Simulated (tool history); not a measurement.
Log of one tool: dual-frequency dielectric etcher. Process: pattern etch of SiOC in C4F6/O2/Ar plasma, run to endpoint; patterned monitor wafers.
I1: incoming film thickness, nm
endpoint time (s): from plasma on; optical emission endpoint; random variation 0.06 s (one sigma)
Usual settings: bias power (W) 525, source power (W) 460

run 1 hour=0.0 | bias_power_(W)=525 source_power_(W)=460 | I1=26.11 | endpoint_time_(s)=8.0
-- hour=262.3 wet clean of the chamber
run 2 hour=277.3 | bias_power_(W)=473 source_power_(W)=460 | I1=26.42 | endpoint_time_(s)=8.3
run 3 hour=317.6 | bias_power_(W)=454 source_power_(W)=460 | I1=25.94 | endpoint_time_(s)=8.4
run 4 hour=358.0 | bias_power_(W)=454 source_power_(W)=460 | I1=26.00 | endpoint_time_(s)=8.4
run 5 hour=406.2 | bias_power_(W)=607 source_power_(W)=460 | I1=26.38 | endpoint_time_(s)=7.7
-- hour=472.9 upper electrode replaced
run 6 hour=486.9 | bias_power_(W)=607 source_power_(W)=460 | I1=26.10 | endpoint_time_(s)=7.7
run 7 hour=578.0 | bias_power_(W)=525 source_power_(W)=460 | I1=26.35 | endpoint_time_(s)=8.2
-- hour=604.2 source power generator calibrated
run 8 hour=645.1 | bias_power_(W)=525 source_power_(W)=460 | I1=26.28 | endpoint_time_(s)=8.2
run 9 hour=684.3 | bias_power_(W)=525 source_power_(W)=460 | I1=26.32 | endpoint_time_(s)=8.2
run 10 hour=728.5 | bias_power_(W)=578 source_power_(W)=380 | I1=26.31 | endpoint_time_(s)=8.4
-- hour=744.9 bias power generator calibrated
-- hour=766.8 wet clean of the chamber
run 11 hour=803.4 | bias_power_(W)=440 source_power_(W)=460 | I1=26.17 | endpoint_time_(s)=8.6
run 12 hour=855.9 | bias_power_(W)=475 source_power_(W)=510 | I1=26.23 | endpoint_time_(s)=8.0
run 13 hour=914.9 | bias_power_(W)=610 source_power_(W)=410 | I1=26.23 | endpoint_time_(s)=8.0
run 14 hour=953.6 | bias_power_(W)=627 source_power_(W)=390 | I1=26.28 | endpoint_time_(s)=8.0

Forecast run 15:
run 15 hour=1024.5 | bias_power_(W)=561 source_power_(W)=540 | I1=26.13 | endpoint_time_(s)=?

endpoint time (s): 7.4
Without the tool's hidden state the same run would have given endpoint time (s) 7.4.

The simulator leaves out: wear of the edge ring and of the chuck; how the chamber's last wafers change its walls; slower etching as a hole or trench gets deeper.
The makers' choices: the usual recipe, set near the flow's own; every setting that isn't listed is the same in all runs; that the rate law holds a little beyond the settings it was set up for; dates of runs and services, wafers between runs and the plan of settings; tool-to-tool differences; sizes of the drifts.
